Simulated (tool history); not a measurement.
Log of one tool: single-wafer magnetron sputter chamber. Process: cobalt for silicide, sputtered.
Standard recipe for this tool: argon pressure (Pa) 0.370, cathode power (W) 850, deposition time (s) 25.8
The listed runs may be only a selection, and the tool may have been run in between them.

run,hour,argon pressure (Pa),cathode power (W),deposition time (s),"read-back reference wafer on the same gauge, thickness_nm",mean film thickness on the monitor wafer (angstrom)
1,0.0,0.370,750,25.8,9.633,104.91
2,34.5,0.370,850,25.8,9.604,114.91
3,54.5,0.302,850,25.8,9.612,117.51
4,72.3,0.302,850,25.8,9.600,117.30
5,86.1,0.302,850,25.8,9.605,117.70
# hour 96.6: sputter target and shields replaced
6,108.1,0.412,850,25.8,9.582,111.79
7,130.2,0.413,850,25.8,9.605,111.31
8,162.4,0.413,850,25.8,9.555,111.19
9,182.4,0.370,850,25.8,9.558,113.09
10,203.7,0.370,850,25.8,9.564,113.35
# hour 244.0: sputter target and shields replaced
11,244.5,0.328,850,30.9,9.534,138.71
12,259.2,0.370,850,28.5,9.520,125.28
13,287.4,0.370,850,25.8,9.504,112.40
14,307.3,0.370,850,25.8,9.492,112.86
15,333.6,0.248,850,29.6,9.459,136.93
# hour 361.1: magnet pack replaced
16,365.5,0.292,800,22.6,9.462,98.48
# hour 376.2: gauge calibrated
17,382.8,0.489,700,22.3,9.614,82.87
# hour 393.4: capacitance manometer re-zeroed and calibrated
# hour 398.7: sputter target and shields replaced
18,405.4,0.370,850,25.8,9.603,114.82
19,501.5,0.487,850,25.8,9.603,107.53
20,515.2,0.455,850,23.5,9.589,100.09

Measured minus without-hidden-state, run by run (identical run-to-run variation in each term; gauge scatter may differ):
The hidden state here: deposition rate above that of a new target (%); true argon pressure above the setpoint (%); gauge reads high (%).
run,mean film thickness on the monitor wafer (angstrom)
1,+0.12
2,+0.07
3,+0.03
4,-0.01
5,-0.05
6,-0.12
7,-0.20
8,-0.33
9,-0.44
10,-0.56
11,-0.98
12,-1.00
13,-1.10
14,-1.27
15,-1.80
16,-1.55
17,+0.07
18,+0.09
19,-0.08
20,-0.11
